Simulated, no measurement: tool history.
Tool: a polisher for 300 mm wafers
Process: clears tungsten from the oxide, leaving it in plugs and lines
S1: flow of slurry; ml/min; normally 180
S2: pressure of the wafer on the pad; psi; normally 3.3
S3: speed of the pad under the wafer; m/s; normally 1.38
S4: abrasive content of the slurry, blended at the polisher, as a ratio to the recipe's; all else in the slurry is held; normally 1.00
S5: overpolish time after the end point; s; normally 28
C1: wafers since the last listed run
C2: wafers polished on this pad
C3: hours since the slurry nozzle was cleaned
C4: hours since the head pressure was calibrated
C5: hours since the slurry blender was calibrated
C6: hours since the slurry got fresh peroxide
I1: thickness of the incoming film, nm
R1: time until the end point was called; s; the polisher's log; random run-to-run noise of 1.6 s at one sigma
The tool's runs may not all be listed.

Run 1, day 0.000: usual settings but S4 1.05, S5 35 s; C1 0; C2 295; C3 215.8; C4 931.2; C5 18.4; C6 103.6; I1 441.9. Result: R1 90.3 s.
Run 2, day 0.842: usual settings but S4 1.05, S5 35 s; C1 147; C2 443; C3 236.0; C4 951.4; C5 38.6; C6 123.8; I1 440.3. Result: R1 92.9 s.
Run 3, day 2.017: usual settings but S4 0.80; C1 205; C2 649; C3 264.2; C4 979.6; C5 66.8; C6 152.0; I1 444.5. Result: R1 105.3 s.
At day 2.300: slurry nozzle cleaned.
At day 2.442: worn pad replaced by a new one.
At day 2.683: slurry tank refilled with fresh slurry and peroxide.
Run 4, day 3.096: usual settings; C1 150; C2 107; C3 19.1; C4 1005.5; C5 92.7; C6 9.9; I1 432.0. Result: R1 87.8 s.
Run 5, day 4.017: usual settings; C1 161; C2 269; C3 41.2; C4 1027.6; C5 114.8; C6 32.0; I1 442.3. Result: R1 89.9 s.
Run 6, day 4.688: usual settings; C1 117; C2 386; C3 57.3; C4 1043.7; C5 130.9; C6 48.1; I1 437.2. Result: R1 88.0 s.
Run 7, day 5.258: usual settings; C1 100; C2 486; C3 71.0; C4 1057.4; C5 144.6; C6 61.8; I1 448.0. Result: R1 93.1 s.
At day 6.525: worn pad replaced by a new one.
Run 8, day 6.546: usual settings; C1 196; C2 3; C3 101.9; C4 1088.3; C5 175.5; C6 92.7; I1 440.0. Result: R1 91.5 s.
At day 6.667: slurry blender recalibrated.
Run 9, day 7.975: usual settings; C1 235; C2 239; C3 136.2; C4 1122.6; C5 31.4; C6 127.0; I1 440.4. Result: R1 91.1 s.
Run 10, day 9.283: usual settings; C1 229; C2 468; C3 167.6; C4 1154.0; C5 62.8; C6 158.4; I1 444.5. Result: R1 95.7 s.
Run 11, day 10.062: usual settings but S1 225 ml/min, S2 2.5 psi, S4 0.90, S5 15 s; C1 136; C2 605; C3 186.3; C4 1172.7; C5 81.5; C6 177.1; I1 445.3. Result: R1 118.7 s.
At day 10.379: worn pad replaced by a new one.
At day 10.542: head pressure recalibrated.
At day 10.671: slurry tank refilled with fresh slurry and peroxide.
Run 12, day 11.046: usual settings but S4 0.85; C1 121; C2 95; C3 209.9; C4 12.1; C5 105.1; C6 9.0; I1 444.5. Result: R1 97.8 s.
Run 13, day 11.821: usual settings but S1 225 ml/min, S2 2.5 psi, S4 0.90, S5 15 s; C1 135; C2 231; C3 228.5; C4 30.7; C5 123.7; C6 27.6; I1 439.8. Result: R1 124.2 s.
Run 14, day 12.458: usual settings but S3 1.68 m/s; C1 111; C2 342; C3 243.8; C4 46.0; C5 139.0; C6 42.9; I1 441.9. Result: R1 80.5 s.
At day 13.292: slurry nozzle cleaned.
Run 15, day 13.558: usual settings but S1 155 ml/min, S3 0.92 m/s; C1 185; C2 528; C3 6.4; C4 72.4; C5 165.4; C6 69.3; I1 441.9. Result: R1 137.3 s.
At day 13.988: slurry blender recalibrated.
At day 14.175: worn pad replaced by a new one.
Run 16, day 14.442: usual settings but S1 140 ml/min, S2 4.5 psi, S4 1.20; C1 111; C2 47; C3 27.6; C4 93.6; C5 10.9; C6 90.5; I1 437.5. Result: R1 65.0 s.
Run 17, day 15.712: usual settings but S2 2.2 psi; C1 222; C2 269; C3 58.1; C4 124.1; C5 41.4; C6 121.0; I1 436.2. Result: R1 130.2 s.
At day 17.062: slurry tank refilled with fresh slurry and peroxide.
Run 18, day 17.267: usual settings but S3 1.68 m/s; C1 265; C2 534; C3 95.4; C4 161.4; C5 78.7; C6 4.9; I1 442.1. Result: R1 71.7 s.
At day 18.342: worn pad replaced by a new one.
Run 19, day 18.362: usual settings; C1 162; C2 3; C3 121.7; C4 187.7; C5 105.0; C6 31.2; I1 437.9. Result: R1 88.2 s.

Results for each run, recomputed without the tool's hidden state and with each run's random variation untouched:
Hidden state at play: removal rate lost through wear of the pad, %; slurry flow missing at the pad, %; deviation of the head's pressure from its setpoint, %; abrasive missing from the slurry, %; peroxide lost from the slurry, %.
run     R1
  1   85.3
  2   86.4
  3   94.9
  4   87.0
  5   88.9
  6   87.0
  7   91.8
  8   89.7
  9   88.4
 10   91.8
 11  113.9
 12   91.4
 13  116.1
 14   72.9
 15  136.6
 16   64.5
 17  129.2
 18   70.8
 19   86.5
